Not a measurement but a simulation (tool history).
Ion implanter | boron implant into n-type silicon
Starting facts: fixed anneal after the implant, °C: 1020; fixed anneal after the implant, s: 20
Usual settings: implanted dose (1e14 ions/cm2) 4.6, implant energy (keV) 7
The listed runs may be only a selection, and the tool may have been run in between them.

run   hour  implanted dose (1e14 ions/cm2)  implant energy (keV)  read-back reference wafer on the same gauge, sheet resistance  sheet resistance of the implanted and annealed layer (ohm/square)
  1      0                            3.97                     7                                                         278.02                                                             267.11
  2   50.9                             4.6                     7                                                            278                                                             235.14
  3   85.7                             4.6                     7                                                         277.98                                                             234.63
  4  104.8                             4.6                     7                                                         278.01                                                             234.63
  5  135.9                             4.6                     7                                                         277.97                                                              233.9
  6  203.9                            5.25                     7                                                         278.05                                                             209.26
  7  220.4                             4.6                     7                                                         278.02                                                             233.04
     248.6  -- Faraday cup replaced and dose calibrated
     250.5  -- extraction supply calibrated
  8    251                             4.6                     7                                                         277.98                                                             243.33
  9    260                             4.6                     7                                                         277.99                                                              243.5
 10  286.4                             4.6                     7                                                         277.95                                                             243.33
 11    304                            3.74                   5.5                                                         277.92                                                             299.97
     322.3  -- gauge calibrated
 12  336.8                             4.6                     7                                                         277.99                                                              243.4
 13  367.9                            5.25                     7                                                            278                                                             217.14
 14  388.9                             4.6                     6                                                         277.96                                                             247.99
 15  462.6                             4.6                     7                                                         278.01                                                             243.85
 16  496.2                            5.25                   8.5                                                         278.04                                                             213.59
 17  523.8                            5.62                     6                                                         277.96                                                              209.7
 18  538.4                            3.47                   4.5                                                         277.95                                                             325.36
 19  553.6                             4.6                     7                                                         277.91                                                             243.47
 20  582.7                            3.49                     7                                                         277.97                                                             308.03
 21  612.8                            3.81                   4.5                                                         278.01                                                             301.25

Forecast each of these 3 alternatives for the next run:
  A  613.2                            3.66                     7                                                              ?                                                                  ?
  B  613.2                            3.81                     8                                                              ?                                                                  ?
  C  613.2                            3.38                     9                                                              ?                                                                  ?

run  read-back reference wafer on the same gauge, sheet resistance  sheet resistance of the implanted and annealed layer (ohm/square)
  A                                                         277.95                                                             295.96
  B                                                         277.95                                                              281.7
  C                                                         277.95                                                             308.02
Without the tool's hidden state the same runs would have given:
run  sheet resistance of the implanted and annealed layer (ohm/square)
  A                                                             295.42
  B                                                             281.18
  C                                                             307.46
